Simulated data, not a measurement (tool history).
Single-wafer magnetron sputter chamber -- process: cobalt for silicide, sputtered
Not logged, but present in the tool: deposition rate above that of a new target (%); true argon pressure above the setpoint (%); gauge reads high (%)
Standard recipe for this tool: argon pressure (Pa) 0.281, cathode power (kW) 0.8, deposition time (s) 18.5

run,day,argon pressure (Pa),cathode power (kW),deposition time (s),wafers since the last listed run,wafers on the sputter target,hours since the last manometer calibration,hours since the magnet pack was replaced,hours since the gauge calibration,"read-back reference wafer on the same gauge, thickness_nm",mean film thickness on the monitor wafer (Å)
1,0,0.281,0.95,18.5,0,1478,2798,10522.5,332.3,8.331,86.2
2,1.45,0.281,0.95,18.5,1021,2499,2832.8,10557.3,367.1,8.328,85.43
# day 1.496: gauge calibrated
# day 2.7: sputter target and shields replaced
3,2.721,0.281,0.95,18.5,660,14,2863.3,10587.8,29.4,8.329,86.6
4,3.846,0.281,0.9,18.5,792,807,2890.3,10614.8,56.4,8.33,81.64
5,5.129,0.281,0.9,18.5,904,1711,2921.1,10645.6,87.2,8.331,81.36
6,6.004,0.281,0.8,18.5,616,2327,2942.1,10666.6,108.2,8.33,72.2
7,7.35,0.281,0.8,18.5,948,3276,2974.4,10698.9,140.5,8.328,70.99
# day 8.404: sputter target and shields replaced
8,8.442,0.281,0.65,18.5,534,27,3000.6,10725.1,166.7,8.332,58.94
# day 8.871: capacitance manometer re-zeroed and calibrated
# day 9.158: magnet pack replaced
9,9.879,0.281,0.65,18.5,577,604,24.2,17.3,201.2,8.329,59.08
10,10.396,0.281,0.95,17.5,364,968,36.6,29.7,213.6,8.329,81.66
11,11.454,0.281,0.8,18.5,745,1714,62,55.1,239,8.332,72.05
12,12.183,0.185,0.8,18.5,513,2227,79.5,72.6,256.5,8.33,75.5
# day 13.425: sputter target and shields replaced
13,13.446,0.391,0.9,18.5,654,16,109.8,102.9,286.8,8.33,77.38
14,14,0.281,0.8,18.5,390,406,123.1,116.2,300.1,8.329,72.58
15,14.783,0.281,0.8,20,551,958,141.9,135,318.9,8.331,78.85
16,16.038,0.228,0.65,15.5,883,1842,172,165.1,349,8.33,50.66
17,17.375,0.281,0.8,18.5,942,2784,204.1,197.2,381.1,8.331,71.51
18,18.546,0.379,0.85,21.8,825,3609,232.2,225.3,409.2,8.33,84.28
# day 18.788: gauge calibrated
# day 18.942: sputter target and shields replaced
19,19.104,0.281,0.8,18.5,158,115,245.6,238.7,7.6,8.328,73.05
20,21.862,0.281,0.9,18.5,1943,2059,311.8,304.9,73.8,8.331,81.16
21,22.471,0.38,0.85,20.1,428,2487,326.4,319.5,88.4,8.329,79.07
22,23.525,0.393,0.7,15.1,742,3230,351.7,344.8,113.7,8.329,47.88
# day 24.271: sputter target and shields replaced
23,24.967,0.197,0.8,17.5,780,489,386.3,379.4,148.3,8.327,72.14

Consider 4 possible next runs. They are alternatives, not a sequence: every one starts from the tool as it was left by run 23. What does each give?
A,24.983,0.281,0.85,18.5,11,501,386.7,379.8,148.7,?,?
B,24.983,0.382,0.7,21.2,11,501,386.7,379.8,148.7,?,?
C,24.983,0.393,0.9,17.1,11,501,386.7,379.8,148.7,?,?
D,24.983,0.38,0.75,18.5,11,501,386.7,379.8,148.7,?,?

run,"read-back reference wafer on the same gauge, thickness_nm",mean film thickness on the monitor wafer (Å)
A,8.328,77.28
B,8.328,69.13
C,8.328,71.28
D,8.328,64.7
Stripped of hidden state, with their random variation kept, the same runs would have yielded:
run,mean film thickness on the monitor wafer (Å)
A,77.33
B,69.18
C,71.33
D,64.75
